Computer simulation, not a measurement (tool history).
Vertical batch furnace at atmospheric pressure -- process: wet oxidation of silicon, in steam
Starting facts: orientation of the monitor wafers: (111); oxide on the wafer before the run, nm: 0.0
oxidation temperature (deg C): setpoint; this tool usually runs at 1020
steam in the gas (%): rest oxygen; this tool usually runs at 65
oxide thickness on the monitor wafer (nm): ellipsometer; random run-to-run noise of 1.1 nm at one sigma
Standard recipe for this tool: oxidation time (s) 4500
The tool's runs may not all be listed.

run    hour  oxidation temperature (deg C)  oxidation time (s)  steam in the gas (%)  wafers since the last listed run  hours since the last temperature calibration  hours since the steam generator was serviced  hours since the gauge calibration  read-back reference wafer on the same gauge, thickness  oxide thickness on the monitor wafer (nm)
  1       0                           1020                4500                    65                                 0                                        3441.8                                        1863.5                                828                                                  525.87                                     471.76
  2    70.3                           1020                4500                    65                               530                                        3512.1                                        1933.8                              898.3                                                  526.02                                      468.9
  3   117.3                           1020                4500                    65                               354                                        3559.1                                        1980.8                              945.3                                                  526.22                                     471.61
  4   177.7                           1020                6150                    65                               455                                        3619.5                                        2041.2                             1005.7                                                  526.29                                     565.99
  5   232.6                           1020                6150                    65                               414                                        3674.4                                        2096.1                             1060.6                                                  525.84                                     563.25
  6   274.5                           1020                4500                    65                               316                                        3716.3                                          2138                             1102.5                                                  526.04                                     468.44
  7   300.9                           1020                4500                    65                               199                                        3742.7                                        2164.4                             1128.9                                                  526.25                                     467.06
  8   329.6                           1020                4500                    65                               216                                        3771.4                                        2193.1                             1157.6                                                  525.93                                     468.75
  9   375.5                           1020                4500                    65                               346                                        3817.3                                          2239                             1203.5                                                   526.1                                     470.05
 10   428.1                           1020                4500                    65                               396                                        3869.9                                        2291.6                             1256.1                                                  525.91                                     467.85
 11   495.4                           1020                4500                    65                               507                                        3937.2                                        2358.9                             1323.4                                                  526.18                                     467.82
 12   550.7                           1020                4500                    65                               417                                        3992.5                                        2414.2                             1378.7                                                  526.35                                     467.05
 13   610.8                           1020                4500                    65                               453                                        4052.6                                        2474.3                             1438.8                                                  525.95                                     466.76
      655.3  -- gauge calibrated
 14   750.9                           1020                4500                    65                              1056                                        4192.7                                        2614.4                               95.6                                                  526.41                                     465.38
 15   793.9                           1020                3600                    65                               324                                        4235.7                                        2657.4                              138.6                                                  526.09                                     406.15
      820.9  -- thermocouples replaced and temperature profile calibrated
 16   856.4                           1020                3600                    65                               290                                          35.5                                        2719.9                              201.1                                                  526.06                                     396.38
 17   961.4                           1020                4500                    65                               792                                         140.5                                        2824.9                              306.1                                                  525.69                                     452.92
 18   988.4                           1041                4500                    65                               203                                         167.5                                        2851.9                              333.1                                                  525.27                                     500.42
 19  1042.1                           1006                3840                    65                               405                                         221.2                                        2905.6                              386.8                                                   526.1                                     378.52
 20  1081.1                           1020                4500                    65                               294                                         260.2                                        2944.6                              425.8                                                  525.96                                     448.72
     1115.1  -- steam generator serviced
 21  1128.8                            997                5940                    56                               178                                         307.9                                          13.7                              473.5                                                  526.32                                     449.53
 22  1160.7                           1040                4500                    55                               240                                         339.8                                          45.6                              505.4                                                  525.75                                     466.86
 23  1219.6                            997                2610                    58                               444                                         398.7                                         104.5                              564.3                                                  526.12                                     269.58
 24    1249                           1039                5160                    65                               221                                         428.1                                         133.9                              593.7                                                  526.73                                     558.05
 25  1310.3                           1020                6750                    62                               462                                         489.4                                         195.2                                655                                                  526.38                                     580.49
 26  1451.6                           1020                5610                    65                              1065                                         630.7                                         336.5                              796.3                                                  525.55                                     535.14
 27  1504.4                            996                5340                    76                               398                                         683.5                                         389.3                              849.1                                                   525.7                                     505.04
 28  1553.3                           1020                3090                    75                               368                                         732.4                                         438.2                                898                                                  525.48                                     409.75
 29  1618.2                           1020                4500                    65                               489                                         797.3                                         503.1                              962.9                                                  525.48                                     471.19
 30  1687.6                           1020                2880                    56                               523                                         866.7                                         572.5                             1032.3                                                  525.77                                     326.67
 31    1713                           1020                5130                    53                               191                                         892.1                                         597.9                             1057.7                                                  525.72                                     448.24
 32  1756.2                           1020                5790                    55                               325                                         935.3                                         641.1                             1100.9                                                  526.06                                     495.66
 33  1828.2                           1020                4500                    65                               543                                        1007.3                                         713.1                             1172.9                                                  526.25                                     470.53
 34  1968.8                           1020                4500                    65                              1060                                        1147.9                                         853.7                             1313.5                                                  526.65                                     470.71
 35  2029.7                           1033                2250                    55                               459                                        1208.8                                         914.6                             1374.4                                                   525.8                                     297.98

Here are 5 independent what-if runs from the current tool condition. What would each one return?
  A  2035.5                           1020                3030                    65                                43                                        1214.6                                         920.4                             1380.2                                                       ?                                          ?
  B  2035.5                           1020                3180                    65                                43                                        1214.6                                         920.4                             1380.2                                                       ?                                          ?
  C  2035.5                           1020                2760                    65                                43                                        1214.6                                         920.4                             1380.2                                                       ?                                          ?
  D  2035.5                           1011                4500                    54                                43                                        1214.6                                         920.4                             1380.2                                                       ?                                          ?
  E  2035.5                           1033                2340                    71                                43                                        1214.6                                         920.4                             1380.2                                                       ?                                          ?

run  read-back reference wafer on the same gauge, thickness  oxide thickness on the monitor wafer (nm)
  A                                                  526.35                                     369.18
  B                                                  526.35                                     380.33
  C                                                  526.35                                     348.42
  D                                                  526.35                                     399.79
  E                                                  526.35                                     356.89
Take away the tool's hidden state, keep each run's random variation, and the runs would have read:
run  oxide thickness on the monitor wafer (nm)
  A                                     368.89
  B                                     380.06
  C                                      348.1
  D                                     399.46
  E                                     356.72
